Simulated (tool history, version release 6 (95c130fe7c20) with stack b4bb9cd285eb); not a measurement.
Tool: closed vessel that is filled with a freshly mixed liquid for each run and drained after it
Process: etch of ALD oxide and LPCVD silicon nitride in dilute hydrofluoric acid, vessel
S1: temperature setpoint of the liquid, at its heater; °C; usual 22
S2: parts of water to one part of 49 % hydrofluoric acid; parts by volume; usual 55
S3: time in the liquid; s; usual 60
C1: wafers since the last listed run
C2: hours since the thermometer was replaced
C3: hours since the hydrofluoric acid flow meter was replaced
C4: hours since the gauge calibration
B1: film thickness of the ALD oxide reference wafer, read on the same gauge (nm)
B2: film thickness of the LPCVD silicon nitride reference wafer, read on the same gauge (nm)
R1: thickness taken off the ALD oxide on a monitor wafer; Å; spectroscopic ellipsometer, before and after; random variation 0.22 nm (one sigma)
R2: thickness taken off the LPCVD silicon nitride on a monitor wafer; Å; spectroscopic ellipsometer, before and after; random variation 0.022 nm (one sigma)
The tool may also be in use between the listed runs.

run	hour	S1	S2	S3	C1	C2	C3	C4	B1	B2	R1	R2
1	0	22	55	70	0	281.9	2643.5	723.2	40.01	89.992	304.3	3.99
2	35.3	22	55	50	2462	317.2	2678.8	758.5	39.98	89.992	214.6	2.68
# hour 39.2: hydrofluoric acid flow meter replaced
3	49.5	22	55	50	920	331.4	10.3	772.7	39.98	90.002	256.1	3.69
4	84.4	22	55	75	2434	366.3	45.2	807.6	40.02	90.02	376.6	5.09
5	110.2	22	55	75	1799	392.1	71	833.4	39.99	90.02	382.6	5.45
6	135.9	22	55	60	1792	417.8	96.7	859.1	39.98	89.996	303.3	3.87
7	164.1	22	55	75	1967	446	124.9	887.3	40.01	89.985	378.6	4.42
8	191	22	30	60	1876	472.9	151.8	914.2	40	90.013	574	7.71
9	215.2	22	35	80	1688	497.1	176	938.4	40	90.009	645.5	8.14
10	247.9	22	55	60	2281	529.8	208.7	971.1	40	90.045	299.6	3.77
# hour 254.7: thermometer replaced
# hour 263.2: gauge calibrated
11	267.3	19.5	85	85	1283	12.6	228.1	4.1	40.01	90.01	246	3.4
12	297.8	19	40	35	2127	43.1	258.6	34.6	40	89.99	219.2	2.86
13	323.7	26	55	60	1806	69	284.5	60.5	40.01	90.005	358.7	5.22
14	348.2	22	80	60	1709	93.5	309	85	40.04	89.961	201.8	2.66
15	363.3	22	80	30	1053	108.6	324.1	100.1	40	89.98	102	1.4
16	394.6	22	75	90	2183	139.9	355.4	131.4	39.96	89.994	326.6	4.26
17	415.3	17.5	25	70	1444	160.6	376.1	152.1	40	90	662.1	6.91
18	446.7	23.5	65	50	2190	192	407.5	183.5	40.02	89.989	224.1	3.12
19	467.3	17.5	55	60	1437	212.6	428.1	204.1	39.99	90.039	246.8	2.76
20	483.9	20.5	55	30	1158	229.2	444.7	220.7	40	90.041	141.3	1.88
21	498.1	22	25	60	990	243.4	458.9	234.9	40.01	90.039	690.6	8.29
22	518.1	26	30	60	1395	263.4	478.9	254.9	39.98	90.01	680.3	10.17
23	531.2	22	55	60	913	276.5	492	268	40	89.996	302.4	4.01
24	560	22	65	80	2009	305.3	520.8	296.8	40	89.969	332.2	4.38
25	591.5	27	55	60	2197	336.8	552.3	328.3	40	90.019	364.1	5.58
26	627.5	23.5	70	90	2511	372.8	588.3	364.3	39.99	89.999	362.9	4.92
27	649.6	22	55	60	1541	394.9	610.4	386.4	39.99	90.03	293.3	4.26

3 ways to go on from here, each from the tool as it stands after run 27. What would each give?
A	650.3	22	55	95	48	395.6	611.1	387.1	?	?	?	?
B	650.3	18	55	30	48	395.6	611.1	387.1	?	?	?	?
C	650.3	20	25	40	48	395.6	611.1	387.1	?	?	?	?

run	B1	B2	R1	R2
A	40.02	90.008	471.2	6.56
B	40.02	90.008	125.6	1.57
C	40.02	90.008	416.3	5.15
Without the tool's hidden state the same runs would have given:
run	R1	R2
A	501.5	7.05
B	133.7	1.69
C	442.8	5.54
